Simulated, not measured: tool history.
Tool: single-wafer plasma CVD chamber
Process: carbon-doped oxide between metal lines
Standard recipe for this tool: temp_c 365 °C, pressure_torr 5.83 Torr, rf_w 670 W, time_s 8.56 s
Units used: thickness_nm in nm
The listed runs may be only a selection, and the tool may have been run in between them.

run,hour,temp_c,pressure_torr,rf_w,time_s,"read-back reference wafer on the same gauge, thickness_nm",thickness_nm
1,0.0,365,5.83,670,8.56,50.125,54.351
2,278.7,365,5.83,670,8.56,50.106,54.388
3,334.9,365,5.83,670,8.56,50.080,54.678
4,376.6,365,5.83,670,8.56,50.121,54.465
5,457.1,365,5.83,670,8.56,50.141,54.689
6,513.8,365,5.83,670,8.56,50.046,54.519
7,555.6,365,5.83,670,8.56,50.111,54.638
# hour 612.6: RF generator calibrated
8,619.3,365,5.83,670,8.56,50.055,54.543
9,666.2,365,5.83,670,8.56,50.109,54.488
10,709.9,376,5.83,580,8.56,50.076,45.925
# hour 765.5: thermocouple changed; heater temperature recalibrated
11,797.2,365,5.83,670,8.56,50.082,54.981
12,841.4,365,5.83,670,8.56,50.141,55.074
13,932.0,361,5.83,670,8.56,50.118,55.546
# hour 963.0: capacitance manometer re-zeroed and calibrated
14,1031.8,350,4.62,765,6.95,50.063,50.810
15,1104.0,361,5.83,670,8.56,50.100,55.700
16,1169.6,365,5.83,670,8.56,50.116,55.178
17,1269.4,360,6.21,725,8.56,50.099,60.539
# hour 1289.5: thermocouple changed; heater temperature recalibrated, repeated, since the last time left the tool worse
18,1418.6,354,5.08,765,7.71,50.087,55.755
# hour 1425.2: gauge calibrated
19,1506.9,374,4.37,670,7.88,50.147,46.728
20,1566.5,351,4.60,670,7.84,50.084,49.875
21,1614.6,374,4.37,670,7.88,50.093,46.929
# hour 1626.9: RF generator calibrated
# hour 1662.0: showerhead replaced
22,1704.8,377,5.14,670,9.58,50.052,58.214
23,1799.5,365,5.83,670,8.56,50.065,54.469
24,1856.7,365,5.83,670,8.56,50.129,54.622
25,1945.0,353,5.83,735,7.61,50.071,54.526
26,2016.2,365,6.52,670,7.94,50.089,51.124
27,2105.4,365,7.16,780,8.56,50.079,63.940
28,2185.1,380,6.63,535,8.56,50.035,41.905
29,2288.0,365,5.83,670,8.56,50.103,54.618

Here are 3 independent what-if runs from the current tool condition. What would each one return?
A,2288.4,365,4.61,670,8.56,?,?
B,2288.4,365,5.43,775,8.56,?,?
C,2288.4,359,5.83,670,7.54,?,?

run,"read-back reference wafer on the same gauge, thickness_nm",thickness_nm
A,50.107,52.493
B,50.107,61.676
C,50.107,48.741
Stripped of hidden state, with their random variation kept, the same runs would have yielded:
run,thickness_nm
A,52.087
B,61.199
C,48.330

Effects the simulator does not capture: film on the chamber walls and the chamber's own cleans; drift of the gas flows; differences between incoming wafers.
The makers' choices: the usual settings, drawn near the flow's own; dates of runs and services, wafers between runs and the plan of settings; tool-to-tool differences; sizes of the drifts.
